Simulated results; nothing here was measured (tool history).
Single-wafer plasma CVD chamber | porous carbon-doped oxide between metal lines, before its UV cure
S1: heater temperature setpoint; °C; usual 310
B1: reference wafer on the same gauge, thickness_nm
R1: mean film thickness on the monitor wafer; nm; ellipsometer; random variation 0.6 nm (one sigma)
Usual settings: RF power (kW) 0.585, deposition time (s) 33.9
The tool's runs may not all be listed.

run 1 day=0 | S1=310 RF_power_(kW)=0.585 deposition_time_(s)=33.9 | B1=168.042 | R1=178.235
run 2 day=1.029 | S1=310 RF_power_(kW)=0.585 deposition_time_(s)=38.8 | B1=168.058 | R1=204.093
run 3 day=1.6 | S1=310 RF_power_(kW)=0.585 deposition_time_(s)=38.8 | B1=167.971 | R1=203.683
run 4 day=2.183 | S1=310 RF_power_(kW)=0.585 deposition_time_(s)=33.9 | B1=167.957 | R1=178.621
run 5 day=2.983 | S1=310 RF_power_(kW)=0.585 deposition_time_(s)=33.9 | B1=167.967 | R1=177.273
run 6 day=4.1 | S1=310 RF_power_(kW)=0.585 deposition_time_(s)=33.9 | B1=167.86 | R1=177.534
run 7 day=5.346 | S1=310 RF_power_(kW)=0.585 deposition_time_(s)=33.9 | B1=168.097 | R1=178.172
run 8 day=6.321 | S1=310 RF_power_(kW)=0.585 deposition_time_(s)=33.9 | B1=168.02 | R1=178.265
run 9 day=7.483 | S1=310 RF_power_(kW)=0.585 deposition_time_(s)=33.9 | B1=167.966 | R1=177.52
run 10 day=8.233 | S1=310 RF_power_(kW)=0.61 deposition_time_(s)=38.7 | B1=168.051 | R1=209.568
run 11 day=9.062 | S1=310 RF_power_(kW)=0.61 deposition_time_(s)=38.7 | B1=167.877 | R1=210.471
-- day=9.233 gauge calibrated
run 12 day=12.908 | S1=302 RF_power_(kW)=0.625 deposition_time_(s)=33.9 | B1=167.926 | R1=194.744
run 13 day=13.65 | S1=310 RF_power_(kW)=0.585 deposition_time_(s)=33.9 | B1=167.973 | R1=178.063
run 14 day=14.562 | S1=310 RF_power_(kW)=0.585 deposition_time_(s)=33.9 | B1=167.942 | R1=178.377
run 15 day=15.138 | S1=298 RF_power_(kW)=0.495 deposition_time_(s)=28.8 | B1=167.951 | R1=141.009
-- day=16.054 thermocouple changed; heater temperature recalibrated
run 16 day=16.433 | S1=319 RF_power_(kW)=0.625 deposition_time_(s)=38.1 | B1=167.895 | R1=204.546
-- day=17.05 showerhead replaced, of another model than before
run 17 day=17.071 | S1=306 RF_power_(kW)=0.585 deposition_time_(s)=40.4 | B1=168.05 | R1=217.836
run 18 day=20.688 | S1=324 RF_power_(kW)=0.585 deposition_time_(s)=32.1 | B1=167.982 | R1=161.243
-- day=21.654 RF generator calibrated
run 19 day=21.675 | S1=303 RF_power_(kW)=0.49 deposition_time_(s)=33.9 | B1=167.919 | R1=172.65
run 20 day=22.292 | S1=323 RF_power_(kW)=0.495 deposition_time_(s)=31.2 | B1=168.001 | R1=145.554
run 21 day=23.479 | S1=322 RF_power_(kW)=0.585 deposition_time_(s)=38.9 | B1=168.067 | R1=194.05
run 22 day=24.654 | S1=310 RF_power_(kW)=0.5 deposition_time_(s)=29.8 | B1=167.982 | R1=148.439
run 23 day=25.683 | S1=298 RF_power_(kW)=0.585 deposition_time_(s)=33.9 | B1=167.979 | R1=191.217

The next listed run, before its measurement:
run 24 day=26.312 | S1=299 RF_power_(kW)=0.585 deposition_time_(s)=35.9 | B1=? | R1=?

B1: 168.009
R1: 200.171 nm
Without the tool's hidden state the same run would have given R1 202.069 nm.
